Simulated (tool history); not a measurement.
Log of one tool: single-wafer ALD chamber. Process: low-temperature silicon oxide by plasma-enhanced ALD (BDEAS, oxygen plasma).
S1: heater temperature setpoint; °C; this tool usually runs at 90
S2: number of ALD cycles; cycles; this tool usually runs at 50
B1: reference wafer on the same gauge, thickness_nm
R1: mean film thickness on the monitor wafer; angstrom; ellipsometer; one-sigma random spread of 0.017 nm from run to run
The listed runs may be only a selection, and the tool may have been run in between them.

| run | hour | S1 | S2 | B1 | R1 |
|---|---|---|---|---|---|
| 1 | 0 | 90 | 53 | 6.18 | 72.99 |
| 2 | 9.7 | 90 | 53 | 6.183 | 73.2 |
| 3 | 19.8 | 90 | 50 | 6.18 | 69.38 |
| 4 | 28.6 | 94 | 50 | 6.18 | 68.41 |
| 5 | 36.8 | 94 | 50 | 6.181 | 68.18 |
| 6 | 46.3 | 94 | 50 | 6.182 | 68.42 |
| 7 | 63.8 | 90 | 42 | 6.18 | 58.25 |
| 8 | 71.2 | 90 | 42 | 6.18 | 57.93 |
| 9 | 89.1 | 90 | 50 | 6.183 | 68.92 |
|  | 99.8 | thermocouple changed; heater temperature recalibrated |
| 10 | 101.1 | 90 | 50 | 6.181 | 69.13 |
|  | 101.9 | gauge calibrated |
| 11 | 108.1 | 90 | 40 | 6.181 | 55.2 |
| 12 | 124.7 | 90 | 40 | 6.183 | 55.39 |
| 13 | 137.4 | 102 | 41 | 6.18 | 54.58 |
| 14 | 144.1 | 84 | 56 | 6.182 | 78.74 |
| 15 | 154.4 | 90 | 43 | 6.18 | 59.6 |
| 16 | 170 | 79 | 50 | 6.181 | 71.68 |
| 17 | 178.9 | 81 | 44 | 6.179 | 62.27 |
| 18 | 186.1 | 83 | 40 | 6.182 | 56.62 |
| 19 | 203 | 98 | 54 | 6.182 | 72.76 |
| 20 | 219.9 | 101 | 57 | 6.181 | 76.15 |
| 21 | 235.4 | 79 | 50 | 6.182 | 71.52 |

State the hidden condition of the tool at each of the runs:
wafer temperature above the value expected at the setpoint (K): 0 across all the runs
gauge reads high (%): 0 across all the runs

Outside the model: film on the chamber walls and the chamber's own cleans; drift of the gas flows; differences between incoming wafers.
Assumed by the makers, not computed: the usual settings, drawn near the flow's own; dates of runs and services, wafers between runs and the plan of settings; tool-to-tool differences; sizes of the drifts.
